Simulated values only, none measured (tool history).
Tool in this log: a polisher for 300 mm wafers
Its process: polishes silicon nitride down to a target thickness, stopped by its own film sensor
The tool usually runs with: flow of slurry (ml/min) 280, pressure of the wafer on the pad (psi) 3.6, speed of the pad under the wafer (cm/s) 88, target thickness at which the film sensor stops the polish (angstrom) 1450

run   hour  flow of slurry (ml/min)  pressure of the wafer on the pad (psi)  speed of the pad under the wafer (cm/s)  target thickness at which the film sensor stops the polish (angstrom)  wafers since the last listed run  wafers polished on this pad  hours since the slurry nozzle was cleaned  hours since the head pressure was calibrated  incoming thickness of the incoming film, nm  time until the film sensor stopped the polish (s)
  1      0                      280                                     3.6                                       88                                                                   1450                                 0                          687                                      403.2                                         173.3                                        336.3                                              117.5
  2   10.9                      280                                     3.6                                       88                                                                   1450                                90                          778                                      414.1                                         184.2                                        340.1                                              119.3
  3   17.3                      280                                     3.6                                       88                                                                   1450                                53                          831                                      420.5                                         190.6                                        346.5                                              123.6
  4   24.2                      280                                     3.6                                       88                                                                   1450                                57                          889                                      427.4                                         197.5                                        336.1                                              115.9
  5     41                      280                                     3.6                                       88                                                                   1450                               140                         1029                                      444.2                                         214.3                                        339.3                                              118.4
  6   53.3                      220                                     3.6                                       88                                                                   1450                               102                         1131                                      456.5                                         226.6                                        335.9                                              119.9
        63  -- worn pad replaced by a new one
  7   68.8                      220                                     3.6                                       88                                                                   1450                                95                           48                                        472                                         242.1                                        342.1                                                126
  8   81.3                      280                                     3.6                                       88                                                                   1450                               104                          152                                      484.5                                         254.6                                        338.4                                              117.2
  9  127.7                      280                                     3.6                                       88                                                                   1450                               386                          539                                      530.9                                           301                                        337.2                                              115.4
 10  136.1                      280                                     3.6                                      104                                                                   1450                                70                          609                                      539.3                                         309.4                                        336.5                                              102.9
 11  143.2                      280                                     3.6                                       88                                                                   1450                                59                          668                                      546.4                                         316.5                                        341.4                                              119.8
 12  151.3                      215                                     3.6                                       88                                                                   1450                                67                          736                                      554.5                                         324.6                                        337.5                                              122.3
     157.6  -- head pressure recalibrated
 13  167.4                      280                                     3.6                                       78                                                                   1450                               117                          853                                      570.6                                           9.8                                        344.5                                              132.8
 14  184.7                      340                                     3.6                                      106                                                                   1450                               144                          998                                      587.9                                          27.1                                        336.7                                              101.4
     188.8  -- slurry nozzle cleaned
       198  -- worn pad replaced by a new one
 15  198.5                      305                                     4.6                                      116                                                                   1450                                73                            3                                        9.7                                          40.9                                        339.5                                                 76
 16  209.8                      280                                     2.8                                      112                                                                   1690                                94                           98                                         21                                          52.2                                        344.7                                              112.1
 17    224                      280                                     3.6                                      110                                                                   1090                               118                          216                                       35.2                                          66.4                                        340.1                                              118.1
 18  236.4                      280                                     3.6                                       88                                                                   1450                               103                          319                                       47.6                                          78.8                                        339.3                                              119.3
 19  249.6                      280                                     4.7                                       64                                                                   1240                               110                          429                                       60.8                                            92                                        341.3                                              129.8
 20  265.4                      340                                     3.6                                      106                                                                   1450                               131                          561                                       76.6                                         107.8                                        334.8                                               99.4
 21  280.9                      230                                     4.1                                      104                                                                   1450                               129                          690                                       92.1                                         123.3                                        344.5                                               99.9
 22  292.9                      280                                     3.1                                      110                                                                    790                               100                          790                                      104.1                                         135.3                                        343.7                                              157.2
 23  299.8                      340                                     3.6                                       88                                                                   1870                                57                          848                                        111                                         142.2                                        338.8                                               91.5
 24  306.8                      220                                     2.9                                       88                                                                   1720                                58                          906                                        118                                         149.2                                          336                                              127.5

Predict each of these 5 candidate next runs independently; none follows another, all start after run 24:
  A  307.3                      205                                     3.6                                       88                                                                   1450                                 4                          910                                      118.5                                         149.7                                        339.3                                                  ?
  B  307.3                      345                                     2.9                                       88                                                                   1680                                 4                          910                                      118.5                                         149.7                                        339.3                                                  ?
  C  307.3                      235                                     2.6                                      100                                                                   2060                                 4                          910                                      118.5                                         149.7                                        339.3                                                  ?
  D  307.3                      355                                     4.3                                      104                                                                   1450                                 4                          910                                      118.5                                         149.7                                        339.3                                                  ?
  E  307.3                      310                                     4.6                                       80                                                                   1450                                 4                          910                                      118.5                                         149.7                                        339.3                                                  ?

run  time until the film sensor stopped the polish (s)
  A                                              122.4
  B                                              124.8
  C                                              102.1
  D                                               86.3
  E                                               98.7
Without the tool's hidden state the same runs would have given:
run  time until the film sensor stopped the polish (s)
  A                                              122.4
  B                                              124.8
  C                                              102.1
  D                                               86.3
  E                                               98.7

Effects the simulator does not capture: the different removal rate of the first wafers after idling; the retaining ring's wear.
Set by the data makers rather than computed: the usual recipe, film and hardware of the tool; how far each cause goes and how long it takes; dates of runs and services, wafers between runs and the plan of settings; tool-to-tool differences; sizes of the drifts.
